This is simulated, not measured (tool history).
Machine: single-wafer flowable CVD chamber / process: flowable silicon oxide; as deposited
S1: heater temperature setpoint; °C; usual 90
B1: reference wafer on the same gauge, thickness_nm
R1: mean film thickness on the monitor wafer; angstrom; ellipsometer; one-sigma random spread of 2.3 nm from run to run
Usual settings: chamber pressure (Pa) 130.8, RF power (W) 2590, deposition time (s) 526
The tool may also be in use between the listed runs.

run 1 day=0.000 | S1=90 chamber_pressure_(Pa)=130.8 RF_power_(W)=2590 deposition_time_(s)=594 | B1=660.509 | R1=7041.30
run 2 day=2.292 | S1=90 chamber_pressure_(Pa)=130.8 RF_power_(W)=2590 deposition_time_(s)=594 | B1=659.952 | R1=7016.22
run 3 day=6.571 | S1=90 chamber_pressure_(Pa)=130.8 RF_power_(W)=2590 deposition_time_(s)=594 | B1=661.723 | R1=7066.80
run 4 day=9.725 | S1=90 chamber_pressure_(Pa)=107.7 RF_power_(W)=2590 deposition_time_(s)=526 | B1=660.034 | R1=5187.38
run 5 day=13.479 | S1=90 chamber_pressure_(Pa)=107.7 RF_power_(W)=2590 deposition_time_(s)=526 | B1=660.944 | R1=5211.75
run 6 day=15.621 | S1=90 chamber_pressure_(Pa)=107.7 RF_power_(W)=2590 deposition_time_(s)=526 | B1=660.078 | R1=5186.45
run 7 day=18.942 | S1=90 chamber_pressure_(Pa)=130.8 RF_power_(W)=2590 deposition_time_(s)=526 | B1=661.122 | R1=6309.66
run 8 day=21.775 | S1=90 chamber_pressure_(Pa)=130.8 RF_power_(W)=2590 deposition_time_(s)=526 | B1=660.872 | R1=6272.76
-- day=22.433 thermocouple changed; heater temperature recalibrated
run 9 day=24.292 | S1=79 chamber_pressure_(Pa)=130.8 RF_power_(W)=3010 deposition_time_(s)=526 | B1=660.377 | R1=9155.57
-- day=27.717 RF generator calibrated
run 10 day=34.967 | S1=101 chamber_pressure_(Pa)=130.8 RF_power_(W)=2590 deposition_time_(s)=526 | B1=661.722 | R1=4152.38
-- day=36.450 showerhead replaced
-- day=39.808 capacitance manometer re-zeroed and calibrated
run 11 day=46.346 | S1=82 chamber_pressure_(Pa)=106.8 RF_power_(W)=2425 deposition_time_(s)=526 | B1=661.037 | R1=6516.41

Run 12 has not been measured yet. What should we expect?
-- day=48.629 gauge calibrated
run 12 day=57.533 | S1=84 chamber_pressure_(Pa)=140.0 RF_power_(W)=2840 deposition_time_(s)=444 | B1=? | R1=?

B1: 661.801
R1: 6883.48 angstrom
Minus the tool's unlogged condition, the same run would have read R1 6664.87 angstrom.
